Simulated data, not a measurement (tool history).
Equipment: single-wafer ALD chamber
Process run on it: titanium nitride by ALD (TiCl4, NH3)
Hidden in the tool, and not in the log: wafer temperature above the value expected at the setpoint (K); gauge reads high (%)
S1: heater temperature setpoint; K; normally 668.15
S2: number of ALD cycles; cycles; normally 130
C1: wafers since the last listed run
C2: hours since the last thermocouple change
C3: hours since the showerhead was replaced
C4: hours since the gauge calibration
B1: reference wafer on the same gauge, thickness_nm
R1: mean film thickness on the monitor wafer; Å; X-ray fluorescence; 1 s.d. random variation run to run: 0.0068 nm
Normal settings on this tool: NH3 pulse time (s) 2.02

run 1 hour=0 | S1=668.15 S2=130 NH3_pulse_time_(s)=2.02 | C1=0 C2=1040.3 C3=3195.4 C4=834.4 | B1=2.417 | R1=27.7
run 2 hour=71.3 | S1=668.15 S2=130 NH3_pulse_time_(s)=2.02 | C1=149 C2=1111.6 C3=3266.7 C4=905.7 | B1=2.414 | R1=27.84
-- hour=128.7 thermocouple changed; heater temperature recalibrated
run 3 hour=137 | S1=668.15 S2=130 NH3_pulse_time_(s)=2.02 | C1=121 C2=8.3 C3=3332.4 C4=971.4 | B1=2.415 | R1=27.7
run 4 hour=187.5 | S1=668.15 S2=130 NH3_pulse_time_(s)=2.02 | C1=105 C2=58.8 C3=3382.9 C4=1021.9 | B1=2.415 | R1=27.76
run 5 hour=289.4 | S1=668.15 S2=130 NH3_pulse_time_(s)=2.02 | C1=213 C2=160.7 C3=3484.8 C4=1123.8 | B1=2.413 | R1=27.62
run 6 hour=351 | S1=668.15 S2=130 NH3_pulse_time_(s)=2.02 | C1=129 C2=222.3 C3=3546.4 C4=1185.4 | B1=2.411 | R1=27.79
run 7 hour=384.6 | S1=668.15 S2=130 NH3_pulse_time_(s)=2.02 | C1=70 C2=255.9 C3=3580 C4=1219 | B1=2.41 | R1=27.73
run 8 hour=454.2 | S1=672.15 S2=130 NH3_pulse_time_(s)=2.02 | C1=146 C2=325.5 C3=3649.6 C4=1288.6 | B1=2.409 | R1=27.84
run 9 hour=516.2 | S1=659.15 S2=130 NH3_pulse_time_(s)=2.02 | C1=130 C2=387.5 C3=3711.6 C4=1350.6 | B1=2.407 | R1=27.4
run 10 hour=578.4 | S1=668.15 S2=130 NH3_pulse_time_(s)=2.02 | C1=130 C2=449.7 C3=3773.8 C4=1412.8 | B1=2.404 | R1=27.56
run 11 hour=603.7 | S1=668.15 S2=130 NH3_pulse_time_(s)=2.02 | C1=53 C2=475 C3=3799.1 C4=1438.1 | B1=2.407 | R1=27.81
run 12 hour=664.5 | S1=668.15 S2=130 NH3_pulse_time_(s)=2.02 | C1=127 C2=535.8 C3=3859.9 C4=1498.9 | B1=2.407 | R1=27.71
run 13 hour=734.5 | S1=668.15 S2=141 NH3_pulse_time_(s)=2.02 | C1=146 C2=605.8 C3=3929.9 C4=1568.9 | B1=2.404 | R1=30.05
-- hour=773.1 gauge calibrated
run 14 hour=776.9 | S1=672.15 S2=130 NH3_pulse_time_(s)=1.41 | C1=88 C2=648.2 C3=3972.3 C4=3.8 | B1=2.433 | R1=27.17
run 15 hour=819.9 | S1=672.15 S2=130 NH3_pulse_time_(s)=1.41 | C1=90 C2=691.2 C3=4015.3 C4=46.8 | B1=2.43 | R1=27.16
run 16 hour=868.6 | S1=672.15 S2=130 NH3_pulse_time_(s)=1.41 | C1=102 C2=739.9 C3=4064 C4=95.5 | B1=2.429 | R1=27.25
run 17 hour=906.4 | S1=668.15 S2=130 NH3_pulse_time_(s)=2.02 | C1=79 C2=777.7 C3=4101.8 C4=133.3 | B1=2.427 | R1=27.97
run 18 hour=933.7 | S1=668.15 S2=130 NH3_pulse_time_(s)=2.02 | C1=57 C2=805 C3=4129.1 C4=160.6 | B1=2.425 | R1=28.06
run 19 hour=990.4 | S1=668.15 S2=138 NH3_pulse_time_(s)=2.48 | C1=118 C2=861.7 C3=4185.8 C4=217.3 | B1=2.426 | R1=29.87
run 20 hour=1052.9 | S1=668.15 S2=130 NH3_pulse_time_(s)=1.23 | C1=131 C2=924.2 C3=4248.3 C4=279.8 | B1=2.426 | R1=26.43
-- hour=1061.6 thermocouple changed; heater temperature recalibrated
run 21 hour=1088.5 | S1=678.15 S2=105 NH3_pulse_time_(s)=1.78 | C1=57 C2=26.9 C3=4283.9 C4=315.4 | B1=2.424 | R1=22.48
run 22 hour=1128.1 | S1=677.15 S2=146 NH3_pulse_time_(s)=1.32 | C1=83 C2=66.5 C3=4323.5 C4=355 | B1=2.424 | R1=30.38
run 23 hour=1159.3 | S1=668.15 S2=143 NH3_pulse_time_(s)=2.24 | C1=65 C2=97.7 C3=4354.7 C4=386.2 | B1=2.425 | R1=30.84
run 24 hour=1210 | S1=668.15 S2=123 NH3_pulse_time_(s)=2.02 | C1=106 C2=148.4 C3=4405.4 C4=436.9 | B1=2.422 | R1=26.4
-- hour=1242.6 showerhead replaced
run 25 hour=1279.2 | S1=675.15 S2=130 NH3_pulse_time_(s)=2.6 | C1=128 C2=217.6 C3=36.6 C4=506.1 | B1=2.42 | R1=28.3
run 26 hour=1346.9 | S1=657.15 S2=146 NH3_pulse_time_(s)=1.29 | C1=142 C2=285.3 C3=104.3 C4=573.8 | B1=2.417 | R1=29.19
run 27 hour=1372.9 | S1=668.15 S2=130 NH3_pulse_time_(s)=2.02 | C1=54 C2=311.3 C3=130.3 C4=599.8 | B1=2.418 | R1=27.89
run 28 hour=1431.8 | S1=656.15 S2=130 NH3_pulse_time_(s)=2.34 | C1=123 C2=370.2 C3=189.2 C4=658.7 | B1=2.418 | R1=27.74
run 29 hour=1467.4 | S1=661.15 S2=122 NH3_pulse_time_(s)=2.02 | C1=74 C2=405.8 C3=224.8 C4=694.3 | B1=2.417 | R1=25.83
run 30 hour=1492.6 | S1=668.15 S2=130 NH3_pulse_time_(s)=2.02 | C1=52 C2=431 C3=250 C4=719.5 | B1=2.417 | R1=27.84
run 31 hour=1552.1 | S1=674.15 S2=105 NH3_pulse_time_(s)=2.02 | C1=124 C2=490.5 C3=309.5 C4=779 | B1=2.416 | R1=22.57
run 32 hour=1589.1 | S1=661.15 S2=130 NH3_pulse_time_(s)=2.02 | C1=77 C2=527.5 C3=346.5 C4=816 | B1=2.415 | R1=27.52
run 33 hour=1625.3 | S1=675.15 S2=154 NH3_pulse_time_(s)=2.02 | C1=75 C2=563.7 C3=382.7 C4=852.2 | B1=2.415 | R1=33.03
run 34 hour=1687.6 | S1=668.15 S2=118 NH3_pulse_time_(s)=2.02 | C1=130 C2=626 C3=445 C4=914.5 | B1=2.413 | R1=25.13
run 35 hour=1721 | S1=655.15 S2=130 NH3_pulse_time_(s)=2.58 | C1=70 C2=659.4 C3=478.4 C4=947.9 | B1=2.411 | R1=27.85
run 36 hour=1896.7 | S1=656.15 S2=117 NH3_pulse_time_(s)=2.02 | C1=368 C2=835.1 C3=654.1 C4=1123.6 | B1=2.41 | R1=24.68
run 37 hour=1940.3 | S1=668.15 S2=130 NH3_pulse_time_(s)=2.02 | C1=91 C2=878.7 C3=697.7 C4=1167.2 | B1=2.408 | R1=27.65
-- hour=1994.4 thermocouple changed; heater temperature recalibrated
run 38 hour=1994.9 | S1=668.15 S2=112 NH3_pulse_time_(s)=2.02 | C1=97 C2=0.5 C3=752.3 C4=1221.8 | B1=2.406 | R1=23.83
run 39 hour=2039.5 | S1=654.15 S2=108 NH3_pulse_time_(s)=1.68 | C1=93 C2=45.1 C3=796.9 C4=1266.4 | B1=2.406 | R1=22.21

Below, each run's measurement less what the same run would have read without the hidden state. Both values contain the same run-to-run variation, but the gauge's scatter may not be the same in both:
run=1 R1=-0.15
run=2 R1=-0.16
run=3 R1=-0.18
run=4 R1=-0.19
run=5 R1=-0.21
run=6 R1=-0.23
run=7 R1=-0.23
run=8 R1=-0.25
run=9 R1=-0.26
run=10 R1=-0.27
run=11 R1=-0.28
run=12 R1=-0.3
run=13 R1=-0.34
run=14 R1=+0
run=15 R1=-0.01
run=16 R1=-0.01
run=17 R1=-0.03
run=18 R1=-0.03
run=19 R1=-0.05
run=20 R1=-0.06
run=21 R1=-0.05
run=22 R1=-0.08
run=23 R1=-0.09
run=24 R1=-0.09
run=25 R1=-0.11
run=26 R1=-0.13
run=27 R1=-0.13
run=28 R1=-0.14
run=29 R1=-0.14
run=30 R1=-0.16
run=31 R1=-0.14
run=32 R1=-0.18
run=33 R1=-0.22
run=34 R1=-0.18
run=35 R1=-0.21
run=36 R1=-0.23
run=37 R1=-0.26
run=38 R1=-0.24
run=39 R1=-0.22
